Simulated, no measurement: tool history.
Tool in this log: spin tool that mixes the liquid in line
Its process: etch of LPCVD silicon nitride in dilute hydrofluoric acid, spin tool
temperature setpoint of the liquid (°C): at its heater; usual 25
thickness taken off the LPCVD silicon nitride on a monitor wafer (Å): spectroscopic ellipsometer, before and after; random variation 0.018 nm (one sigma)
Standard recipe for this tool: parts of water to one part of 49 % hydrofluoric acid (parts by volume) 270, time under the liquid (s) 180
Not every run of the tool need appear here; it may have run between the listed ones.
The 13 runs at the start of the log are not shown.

| run | hour | temperature setpoint of the liquid (°C) | parts of water to one part of 49 % hydrofluoric acid (parts by volume) | time under the liquid (s) | wafers since the last listed run | hours since the thermometer was replaced | hours since the hydrofluoric acid flow meter was replaced | hours since the gauge calibration | read-back film thickness of the LPCVD silicon nitride reference wafer, read on the same gauge (nm) | thickness taken off the LPCVD silicon nitride on a monitor wafer (Å) |
|---|---|---|---|---|---|---|---|---|---|---|
| 14 | 958.5 | 25 | 270 | 180 | 370 | 369.7 | 215 | 1638.6 | 150.005 | 3.13 |
| 15 | 1030.6 | 23.5 | 380 | 290 | 597 | 441.8 | 287.1 | 1710.7 | 150.01 | 3.05 |
| 16 | 1097.4 | 25 | 270 | 180 | 553 | 508.6 | 353.9 | 1777.5 | 149.998 | 2.93 |
| 17 | 1144.8 | 25 | 140 | 115 | 393 | 556 | 401.3 | 1824.9 | 149.984 | 4.14 |
| 18 | 1220.3 | 25 | 270 | 180 | 626 | 631.5 | 476.8 | 1900.4 | 149.972 | 3.33 |
| 19 | 1319.9 | 25 | 270 | 85 | 826 | 731.1 | 576.4 | 2000 | 149.981 | 1.38 |
|  | 1321.8 | hydrofluoric acid flow meter replaced |
| 20 | 1425.4 | 29.5 | 270 | 180 | 866 | 836.6 | 103.6 | 2105.5 | 150.011 | 3.97 |
| 21 | 1529.4 | 29 | 270 | 180 | 862 | 940.6 | 207.6 | 2209.5 | 150.009 | 3.94 |
| 22 | 1603.8 | 27.5 | 370 | 235 | 617 | 1015 | 282 | 2283.9 | 150.027 | 3.21 |
|  | 1661.2 | gauge calibrated |
| 23 | 1710.1 | 23 | 170 | 180 | 881 | 1121.3 | 388.3 | 48.9 | 150.02 | 4.39 |
| 24 | 1761.8 | 25 | 230 | 120 | 428 | 1173 | 440 | 100.6 | 149.985 | 2.22 |
| 25 | 1800.3 | 23 | 140 | 180 | 319 | 1211.5 | 478.5 | 139.1 | 150.009 | 5.32 |
|  | 1837.5 | thermometer replaced |
| 26 | 1859.3 | 21 | 270 | 75 | 481 | 21.8 | 537.5 | 198.1 | 149.938 | 1 |
|  | 1885.8 | hydrofluoric acid flow meter replaced |
| 27 | 1937.7 | 25 | 270 | 180 | 641 | 100.2 | 51.9 | 276.5 | 149.997 | 2.95 |
| 28 | 2007.3 | 29.5 | 210 | 150 | 577 | 169.8 | 121.5 | 346.1 | 150.015 | 4.4 |
| 29 | 2046.2 | 20.5 | 335 | 250 | 322 | 208.7 | 160.4 | 385 | 149.992 | 2.48 |

Run 30 comes next. What will it give?
| 30 | 2092.1 | 25 | 270 | 180 | 380 | 254.6 | 206.3 | 430.9 | ? | ? |

{"run 30": {"read-back film thickness of the LPCVD silicon nitride reference wafer, read on the same gauge (nm)": 149.99, "thickness taken off the LPCVD silicon nitride on a monitor wafer (Å)": 2.64}}
Had the tool carried no hidden state, the very same run would have given thickness taken off the LPCVD silicon nitride on a monitor wafer (Å) 2.64.
